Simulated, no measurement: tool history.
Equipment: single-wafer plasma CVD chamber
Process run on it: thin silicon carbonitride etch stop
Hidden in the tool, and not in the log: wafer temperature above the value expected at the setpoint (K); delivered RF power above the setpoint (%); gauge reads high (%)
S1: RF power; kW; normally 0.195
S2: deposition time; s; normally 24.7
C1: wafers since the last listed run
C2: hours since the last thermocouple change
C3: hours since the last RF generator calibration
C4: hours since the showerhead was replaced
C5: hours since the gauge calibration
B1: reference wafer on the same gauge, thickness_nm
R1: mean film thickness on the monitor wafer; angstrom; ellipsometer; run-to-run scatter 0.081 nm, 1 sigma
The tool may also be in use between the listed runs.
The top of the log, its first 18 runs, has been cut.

run	hour	S1	S2	C1	C2	C3	C4	C5	B1	R1
# hour 1331.9: RF generator calibrated
19	1395.8	0.205	27.6	2109	594.3	63.9	406.1	1744.3	11.911	159.98
20	1483.1	0.195	29.4	2259	681.6	151.2	493.4	1831.6	11.903	166.52
# hour 1561.1: gauge calibrated
21	1562.0	0.225	28.3	2041	760.5	230.1	572.3	0.9	11.899	169.13
22	1627.6	0.195	23.1	1697	826.1	295.7	637.9	66.5	11.897	129.95
23	1692.7	0.215	28.4	1684	891.2	360.8	703.0	131.6	11.897	165.22
24	1735.7	0.180	19.8	1112	934.2	403.8	746.0	174.6	11.916	108.89
25	1831.8	0.195	24.7	2487	1030.3	499.9	842.1	270.7	11.902	138.74
26	1906.1	0.195	24.7	1922	1104.6	574.2	916.4	345.0	11.920	138.67
27	2011.7	0.170	24.7	2732	1210.2	679.8	1022.0	450.6	11.891	131.23
28	2106.7	0.185	22.6	2458	1305.2	774.8	1117.0	545.6	11.905	125.24
29	2381.7	0.175	26.5	7116	1580.2	1049.8	1392.0	820.6	11.891	141.91
30	2620.3	0.160	26.6	6174	1818.8	1288.4	1630.6	1059.2	11.900	135.81
31	2658.1	0.235	20.5	978	1856.6	1326.2	1668.4	1097.0	11.901	119.76
32	2696.3	0.195	24.7	988	1894.8	1364.4	1706.6	1135.2	11.896	136.67
33	2792.7	0.195	26.8	2494	1991.2	1460.8	1803.0	1231.6	11.904	149.58
34	2831.5	0.195	29.1	1004	2030.0	1499.6	1841.8	1270.4	11.897	160.98

Alternative continuations, all from the tool just after run 34; predict every row:
A	2831.9	0.195	24.7	10	2030.4	1500.0	1842.2	1270.8	?	?
B	2831.9	0.235	24.7	10	2030.4	1500.0	1842.2	1270.8	?	?
C	2831.9	0.170	29.3	10	2030.4	1500.0	1842.2	1270.8	?	?
D	2831.9	0.180	22.3	10	2030.4	1500.0	1842.2	1270.8	?	?
E	2831.9	0.215	27.3	10	2030.4	1500.0	1842.2	1270.8	?	?

run	B1	R1
A	11.885	136.82
B	11.885	146.40
C	11.885	154.13
D	11.885	119.89
E	11.885	156.73
With the hidden condition removed and each run's random variation left untouched, the same runs would have given:
run	R1
A	140.99
B	150.86
C	158.82
D	123.54
E	161.50
